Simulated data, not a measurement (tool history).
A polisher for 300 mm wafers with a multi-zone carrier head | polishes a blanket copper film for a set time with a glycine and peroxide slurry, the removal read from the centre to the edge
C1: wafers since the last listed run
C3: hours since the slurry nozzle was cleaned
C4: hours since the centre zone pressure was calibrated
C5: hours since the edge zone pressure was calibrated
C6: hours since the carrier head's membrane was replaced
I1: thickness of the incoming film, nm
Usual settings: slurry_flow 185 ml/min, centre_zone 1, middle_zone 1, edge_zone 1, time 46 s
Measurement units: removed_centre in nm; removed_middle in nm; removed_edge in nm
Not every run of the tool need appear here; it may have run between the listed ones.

{"run": 1, "hour": 0.0, "slurry_flow": 185, "centre_zone": 1, "middle_zone": 1.07, "edge_zone": 1, "time": 46, "C1": 0, "wafers polished on this pad": 166, "C3": 480.4, "C4": 548.3, "C5": 1144.3, "C6": 1427.6, "I1": 2260.8, "removed_centre": 212.1, "removed_middle": 220.7, "removed_edge": 203.3}
{"run": 2, "hour": 31.1, "slurry_flow": 185, "centre_zone": 1, "middle_zone": 1.07, "edge_zone": 1, "time": 46, "C1": 327, "wafers polished on this pad": 494, "C3": 511.5, "C4": 579.4, "C5": 1175.4, "C6": 1458.7, "I1": 2240.5, "removed_centre": 201.2, "removed_middle": 207.9, "removed_edge": 195.1}
{"hour": 37.7, "done": "edge zone pressure recalibrated"}
{"run": 3, "hour": 42.5, "slurry_flow": 185, "centre_zone": 1, "middle_zone": 1, "edge_zone": 1, "time": 46, "C1": 98, "wafers polished on this pad": 593, "C3": 522.9, "C4": 590.8, "C5": 4.8, "C6": 1470.1, "I1": 2216.3, "removed_centre": 192.1, "removed_middle": 191.5, "removed_edge": 191.7}
{"hour": 53.2, "done": "worn pad replaced by a new one"}
{"run": 4, "hour": 53.7, "slurry_flow": 185, "centre_zone": 1, "middle_zone": 1, "edge_zone": 1, "time": 46, "C1": 75, "wafers polished on this pad": 5, "C3": 534.1, "C4": 602, "C5": 16, "C6": 1481.3, "I1": 2236.5, "removed_centre": 220.9, "removed_middle": 215.2, "removed_edge": 212.7}
{"run": 5, "hour": 67.8, "slurry_flow": 185, "centre_zone": 1, "middle_zone": 1.08, "edge_zone": 1, "time": 57, "C1": 148, "wafers polished on this pad": 154, "C3": 548.2, "C4": 616.1, "C5": 30.1, "C6": 1495.4, "I1": 2179.2, "removed_centre": 262.5, "removed_middle": 277.9, "removed_edge": 257.4}
{"hour": 79.2, "done": "slurry nozzle cleaned"}
{"run": 6, "hour": 79.7, "slurry_flow": 185, "centre_zone": 1, "middle_zone": 1.08, "edge_zone": 1, "time": 57, "C1": 114, "wafers polished on this pad": 268, "C3": 0.5, "C4": 628, "C5": 42, "C6": 1507.3, "I1": 2177.8, "removed_centre": 262.4, "removed_middle": 275.8, "removed_edge": 252.4}
{"run": 7, "hour": 89.4, "slurry_flow": 185, "centre_zone": 1, "middle_zone": 1, "edge_zone": 1.11, "time": 38, "C1": 102, "wafers polished on this pad": 371, "C3": 10.2, "C4": 637.7, "C5": 51.7, "C6": 1517, "I1": 2244.1, "removed_centre": 171.2, "removed_middle": 172.6, "removed_edge": 174.4}
{"run": 8, "hour": 97.9, "slurry_flow": 215, "centre_zone": 0.95, "middle_zone": 1.07, "edge_zone": 0.9, "time": 46, "C1": 89, "wafers polished on this pad": 460, "C3": 18.7, "C4": 646.2, "C5": 60.2, "C6": 1525.5, "I1": 2221.8, "removed_centre": 199.5, "removed_middle": 222.2, "removed_edge": 192.1}
{"hour": 108.9, "done": "centre zone pressure recalibrated"}
{"run": 9, "hour": 115.1, "slurry_flow": 215, "centre_zone": 1, "middle_zone": 1.08, "edge_zone": 1, "time": 38, "C1": 160, "wafers polished on this pad": 620, "C3": 35.9, "C4": 6.2, "C5": 77.4, "C6": 1542.7, "I1": 2188.2, "removed_centre": 168.5, "removed_middle": 177.5, "removed_edge": 163.3}
{"hour": 134.7, "done": "worn pad replaced by a new one"}
{"run": 10, "hour": 135.2, "slurry_flow": 185, "centre_zone": 0.95, "middle_zone": 0.94, "edge_zone": 1.11, "time": 51, "C1": 169, "wafers polished on this pad": 5, "C3": 56, "C4": 26.3, "C5": 97.5, "C6": 1562.8, "I1": 2266.3, "removed_centre": 230.4, "removed_middle": 225.3, "removed_edge": 252.3}
{"run": 11, "hour": 146.3, "slurry_flow": 185, "centre_zone": 1, "middle_zone": 1, "edge_zone": 1, "time": 46, "C1": 116, "wafers polished on this pad": 122, "C3": 67.1, "C4": 37.4, "C5": 108.6, "C6": 1573.9, "I1": 2236.2, "removed_centre": 207.5, "removed_middle": 208.2, "removed_edge": 204.4}
{"hour": 154.6, "done": "carrier head's membrane replaced by a new one"}
{"run": 12, "hour": 155.1, "slurry_flow": 185, "centre_zone": 1, "middle_zone": 1, "edge_zone": 1, "time": 58, "C1": 40, "wafers polished on this pad": 162, "C3": 75.9, "C4": 46.2, "C5": 117.4, "C6": 0.5, "I1": 2254.6, "removed_centre": 262.3, "removed_middle": 258.2, "removed_edge": 259.6}
{"run": 13, "hour": 162.6, "slurry_flow": 185, "centre_zone": 1, "middle_zone": 1, "edge_zone": 1, "time": 46, "C1": 78, "wafers polished on this pad": 241, "C3": 83.4, "C4": 53.7, "C5": 124.9, "C6": 8, "I1": 2231.6, "removed_centre": 205, "removed_middle": 201.7, "removed_edge": 208.2}
{"run": 14, "hour": 174.2, "slurry_flow": 185, "centre_zone": 1, "middle_zone": 1.06, "edge_zone": 1, "time": 46, "C1": 122, "wafers polished on this pad": 363, "C3": 95, "C4": 65.3, "C5": 136.5, "C6": 19.6, "I1": 2213.6, "removed_centre": 200.8, "removed_middle": 205.2, "removed_edge": 193.2}
{"run": 15, "hour": 184.0, "slurry_flow": 185, "centre_zone": 1, "middle_zone": 1, "edge_zone": 1, "time": 46, "C1": 103, "wafers polished on this pad": 466, "C3": 104.8, "C4": 75.1, "C5": 146.3, "C6": 29.4, "I1": 2226.3, "removed_centre": 201.2, "removed_middle": 194, "removed_edge": 198.5}
{"run": 16, "hour": 197.6, "slurry_flow": 125, "centre_zone": 0.93, "middle_zone": 1, "edge_zone": 1, "time": 37, "C1": 143, "wafers polished on this pad": 610, "C3": 118.4, "C4": 88.7, "C5": 159.9, "C6": 43, "I1": 2228.9, "removed_centre": 130, "removed_middle": 140.9, "removed_edge": 140.9}
{"run": 17, "hour": 210.3, "slurry_flow": 185, "centre_zone": 1, "middle_zone": 1, "edge_zone": 1.04, "time": 32, "C1": 133, "wafers polished on this pad": 743, "C3": 131.1, "C4": 101.4, "C5": 172.6, "C6": 55.7, "I1": 2264.5, "removed_centre": 130.4, "removed_middle": 130.8, "removed_edge": 133.7}
{"hour": 215.4, "done": "worn pad replaced by a new one"}
{"run": 18, "hour": 217.5, "slurry_flow": 225, "centre_zone": 1, "middle_zone": 1, "edge_zone": 1.06, "time": 53, "C1": 33, "wafers polished on this pad": 21, "C3": 138.3, "C4": 108.6, "C5": 179.8, "C6": 62.9, "I1": 2248.1, "removed_centre": 253.7, "removed_middle": 249.9, "removed_edge": 260.1}
{"run": 19, "hour": 225.5, "slurry_flow": 150, "centre_zone": 1, "middle_zone": 0.93, "edge_zone": 0.9, "time": 32, "C1": 84, "wafers polished on this pad": 106, "C3": 146.3, "C4": 116.6, "C5": 187.8, "C6": 70.9, "I1": 2221.4, "removed_centre": 138.5, "removed_middle": 132.5, "removed_edge": 134.4}
{"run": 20, "hour": 239.5, "slurry_flow": 185, "centre_zone": 1, "middle_zone": 0.95, "edge_zone": 1, "time": 46, "C1": 147, "wafers polished on this pad": 253, "C3": 160.3, "C4": 130.6, "C5": 201.8, "C6": 84.9, "I1": 2248.7, "removed_centre": 208.4, "removed_middle": 196.1, "removed_edge": 205.5}
{"run": 21, "hour": 248.3, "slurry_flow": 185, "centre_zone": 1, "middle_zone": 1, "edge_zone": 1, "time": 46, "C1": 92, "wafers polished on this pad": 346, "C3": 169.1, "C4": 139.4, "C5": 210.6, "C6": 93.7, "I1": 2197, "removed_centre": 209, "removed_middle": 203.6, "removed_edge": 203.3}
{"run": 22, "hour": 255.7, "slurry_flow": 185, "centre_zone": 1.07, "middle_zone": 1, "edge_zone": 1, "time": 39, "C1": 77, "wafers polished on this pad": 423, "C3": 176.5, "C4": 146.8, "C5": 218, "C6": 101.1, "I1": 2214.5, "removed_centre": 178, "removed_middle": 170, "removed_edge": 167.7}

4 ways to go on from here, each from the tool as it stands after run 22. What would each give?
{"run": "A", "hour": 256.1, "slurry_flow": 185, "centre_zone": 1, "middle_zone": 1.08, "edge_zone": 1, "time": 46, "C1": 4, "wafers polished on this pad": 428, "C3": 176.9, "C4": 147.2, "C5": 218.4, "C6": 101.5, "I1": 2188.2, "removed_centre": "?", "removed_middle": "?", "removed_edge": "?"}
{"run": "B", "hour": 256.1, "slurry_flow": 130, "centre_zone": 1, "middle_zone": 1.04, "edge_zone": 1, "time": 46, "C1": 4, "wafers polished on this pad": 428, "C3": 176.9, "C4": 147.2, "C5": 218.4, "C6": 101.5, "I1": 2188.2, "removed_centre": "?", "removed_middle": "?", "removed_edge": "?"}
{"run": "C", "hour": 256.1, "slurry_flow": 230, "centre_zone": 1, "middle_zone": 1.04, "edge_zone": 1.12, "time": 31, "C1": 4, "wafers polished on this pad": 428, "C3": 176.9, "C4": 147.2, "C5": 218.4, "C6": 101.5, "I1": 2188.2, "removed_centre": "?", "removed_middle": "?", "removed_edge": "?"}
{"run": "D", "hour": 256.1, "slurry_flow": 185, "centre_zone": 1.08, "middle_zone": 1, "edge_zone": 1, "time": 46, "C1": 4, "wafers polished on this pad": 428, "C3": 176.9, "C4": 147.2, "C5": 218.4, "C6": 101.5, "I1": 2188.2, "removed_centre": "?", "removed_middle": "?", "removed_edge": "?"}

run=A removed_centre=201.6 removed_middle=209.5 removed_edge=201.2
run=B removed_centre=185.1 removed_middle=188.1 removed_edge=190.6
run=C removed_centre=140.9 removed_middle=141.3 removed_edge=147.1
run=D removed_centre=216.5 removed_middle=196.2 removed_edge=201.4
With the hidden condition removed and each run's random variation left untouched, the same runs would have given:
run=A removed_centre=216.4 removed_middle=224.9 removed_edge=215.9
run=B removed_centre=198.7 removed_middle=201.9 removed_edge=204.6
run=C removed_centre=151.3 removed_middle=151.7 removed_edge=157.9
run=D removed_centre=232.4 removed_middle=210.6 removed_edge=216.2
